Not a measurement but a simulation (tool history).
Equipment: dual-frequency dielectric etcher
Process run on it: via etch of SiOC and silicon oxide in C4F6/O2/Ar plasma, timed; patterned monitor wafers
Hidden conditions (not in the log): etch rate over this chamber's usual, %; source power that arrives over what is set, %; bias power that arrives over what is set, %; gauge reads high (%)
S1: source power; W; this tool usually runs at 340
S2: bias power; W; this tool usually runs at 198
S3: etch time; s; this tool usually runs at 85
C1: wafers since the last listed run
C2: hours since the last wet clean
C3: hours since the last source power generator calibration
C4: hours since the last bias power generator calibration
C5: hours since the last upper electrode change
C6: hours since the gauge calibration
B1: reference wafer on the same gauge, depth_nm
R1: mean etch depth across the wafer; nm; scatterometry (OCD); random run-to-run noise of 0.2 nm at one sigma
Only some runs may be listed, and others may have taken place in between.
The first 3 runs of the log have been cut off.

Run 4, hour 58: usual settings but S2 163 W, S3 100 s; C1 233; C2 412.5; C3 3244.1; C4 3070.8; C5 6440.1; C6 583.5; B1 83.1. Result: R1 111.5 nm.
Run 5, hour 83.2: usual settings; C1 272; C2 437.7; C3 3269.3; C4 3096; C5 6465.3; C6 608.7; B1 82.9. Result: R1 100.6 nm.
Run 6, hour 95.3: usual settings; C1 130; C2 449.8; C3 3281.4; C4 3108.1; C5 6477.4; C6 620.8; B1 83. Result: R1 100.6 nm.
At hour 126.8: wet clean of the chamber.
Run 7, hour 127.3: usual settings; C1 86; C2 0.5; C3 3313.4; C4 3140.1; C5 6509.4; C6 652.8; B1 83. Result: R1 99.3 nm.
Run 8, hour 131.7: usual settings; C1 47; C2 4.9; C3 3317.8; C4 3144.5; C5 6513.8; C6 657.2; B1 83. Result: R1 99.6 nm.
Run 9, hour 150.5: usual settings but S1 380 W, S3 71 s; C1 203; C2 23.7; C3 3336.6; C4 3163.3; C5 6532.6; C6 676; B1 83.1. Result: R1 88.5 nm.
Run 10, hour 184.3: usual settings but S1 380 W, S3 71 s; C1 365; C2 57.5; C3 3370.4; C4 3197.1; C5 6566.4; C6 709.8; B1 83. Result: R1 88.6 nm.
Run 11, hour 208.4: usual settings but S1 380 W, S3 71 s; C1 260; C2 81.6; C3 3394.5; C4 3221.2; C5 6590.5; C6 733.9; B1 83. Result: R1 88.9 nm.
At hour 215.2: source power generator calibrated.
Run 12, hour 233.2: usual settings but S1 280 W, S2 159 W; C1 224; C2 106.4; C3 18; C4 3246; C5 6615.3; C6 758.7; B1 83. Result: R1 82.5 nm.
Run 13, hour 254.9: usual settings but S1 280 W, S2 159 W; C1 234; C2 128.1; C3 39.7; C4 3267.7; C5 6637; C6 780.4; B1 83.1. Result: R1 82.6 nm.
Run 14, hour 281.2: usual settings; C1 284; C2 154.4; C3 66; C4 3294; C5 6663.3; C6 806.7; B1 83. Result: R1 99.7 nm.
Run 15, hour 310.8: usual settings but S1 270 W, S2 170 W, S3 108.5 s; C1 320; C2 184; C3 95.6; C4 3323.6; C5 6692.9; C6 836.3; B1 83. Result: R1 105.5 nm.
At hour 323.3: bias power generator calibrated.
At hour 349.3: upper electrode replaced.
Run 16, hour 349.8: usual settings; C1 118; C2 223; C3 134.6; C4 26.5; C5 0.5; C6 875.3; B1 82.9. Result: R1 100.1 nm.
Run 17, hour 370.8: usual settings but S1 420 W; C1 227; C2 244; C3 155.6; C4 47.5; C5 21.5; C6 896.3; B1 83. Result: R1 112.6 nm.
At hour 377.4: gauge calibrated.
Run 18, hour 435.4: usual settings but S2 157 W, S3 78 s; C1 698; C2 308.6; C3 220.2; C4 112.1; C5 86.1; C6 58; B1 83.1. Result: R1 85.8 nm.
Run 19, hour 457: usual settings but S3 98.5 s; C1 233; C2 330.2; C3 241.8; C4 133.7; C5 107.7; C6 79.6; B1 82.9. Result: R1 116 nm.
Run 20, hour 482.6: usual settings but S1 300 W, S2 226 W; C1 276; C2 355.8; C3 267.4; C4 159.3; C5 133.3; C6 105.2; B1 83. Result: R1 97.1 nm.
Run 21, hour 507: usual settings but S1 260 W, S2 238 W, S3 61 s; C1 263; C2 380.2; C3 291.8; C4 183.7; C5 157.7; C6 129.6; B1 83. Result: R1 64.8 nm.
At hour 540.8: wet clean of the chamber.
Run 22, hour 541.3: usual settings but S1 390 W; C1 111; C2 0.5; C3 326.1; C4 218; C5 192; C6 163.9; B1 83. Result: R1 107.4 nm.
Run 23, hour 549.7: usual settings but S1 380 W, S3 71 s; C1 90; C2 8.9; C3 334.5; C4 226.4; C5 200.4; C6 172.3; B1 83. Result: R1 88.2 nm.

Expected results for the next run?
Run 24, hour 578.7: usual settings but S1 400 W, S3 100.5 s; C1 313; C2 37.9; C3 363.5; C4 255.4; C5 229.4; C6 201.3; B1 ?. Result: R1 ?.

Run 24 gave B1 83, R1 128.3 nm.
On a tool with no hidden condition, and with the same random variation, this run would have come out at R1 128.6 nm.
